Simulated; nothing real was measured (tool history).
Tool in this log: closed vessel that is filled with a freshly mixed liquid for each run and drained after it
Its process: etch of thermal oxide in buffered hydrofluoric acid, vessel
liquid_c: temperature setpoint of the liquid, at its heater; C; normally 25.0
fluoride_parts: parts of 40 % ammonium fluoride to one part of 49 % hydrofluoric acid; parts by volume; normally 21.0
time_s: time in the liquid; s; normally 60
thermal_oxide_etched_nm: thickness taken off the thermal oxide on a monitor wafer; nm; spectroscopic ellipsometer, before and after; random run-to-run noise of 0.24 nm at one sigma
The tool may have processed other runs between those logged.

run	hour	liquid_c	fluoride_parts	time_s	read-back film thickness of the thermal oxide reference wafer, read on the same gauge (nm)	thermal_oxide_etched_nm
1	0.0	25.0	21.0	60	140.03	26.90
2	33.4	25.0	21.0	60	139.98	27.00
3	46.9	25.0	21.0	60	140.00	26.83
4	73.1	25.0	21.0	60	140.03	26.74
5	93.9	25.0	21.0	60	139.99	26.53
6	122.4	25.0	21.0	60	139.99	26.75
7	142.5	25.0	21.0	60	140.00	26.55
8	165.8	23.5	21.0	60	139.97	24.43
9	183.6	23.5	21.0	60	140.02	24.08
10	203.6	23.5	21.0	60	140.01	24.68
11	223.7	25.0	21.0	60	140.02	26.68
12	238.6	25.0	21.0	60	140.05	26.43
13	266.9	25.0	21.0	60	140.00	26.56
14	280.5	25.0	21.0	60	140.00	26.35
15	294.5	27.5	21.0	60	139.98	30.58
16	306.9	21.5	15.5	75	140.00	36.33
17	338.0	25.0	21.0	60	139.94	26.23
18	353.7	23.0	21.0	60	140.02	23.30
# hour 365.6: gauge calibrated
19	373.3	25.0	21.0	60	140.00	26.63
# hour 382.7: thermometer replaced
20	405.8	27.5	18.5	60	140.05	38.36
21	421.6	27.0	26.0	30	139.98	14.72
22	442.2	27.0	18.5	60	139.99	37.67
23	458.1	20.0	21.0	60	140.04	23.25
24	492.0	25.0	16.5	40	140.03	25.07
25	508.1	23.5	21.0	60	140.02	27.79
26	524.9	25.0	21.0	45	140.03	22.44
27	539.1	25.0	14.0	30	139.97	22.34
# hour 546.0: hydrofluoric acid flow meter replaced
28	617.4	27.5	13.5	60	140.00	52.36
29	647.4	29.5	24.5	60	139.99	34.52
30	681.8	25.0	24.0	60	139.96	27.53

Run 31, settings as shown, results not yet in. Your forecast:
31	742.0	20.0	21.0	40	?	?

Logged for run 31: read-back film thickness of the thermal oxide reference wafer, read on the same gauge (nm) 139.99, thermal_oxide_etched_nm 15.36 nm.
Without the tool's hidden state the same run would have given thermal_oxide_etched_nm 15.99 nm.
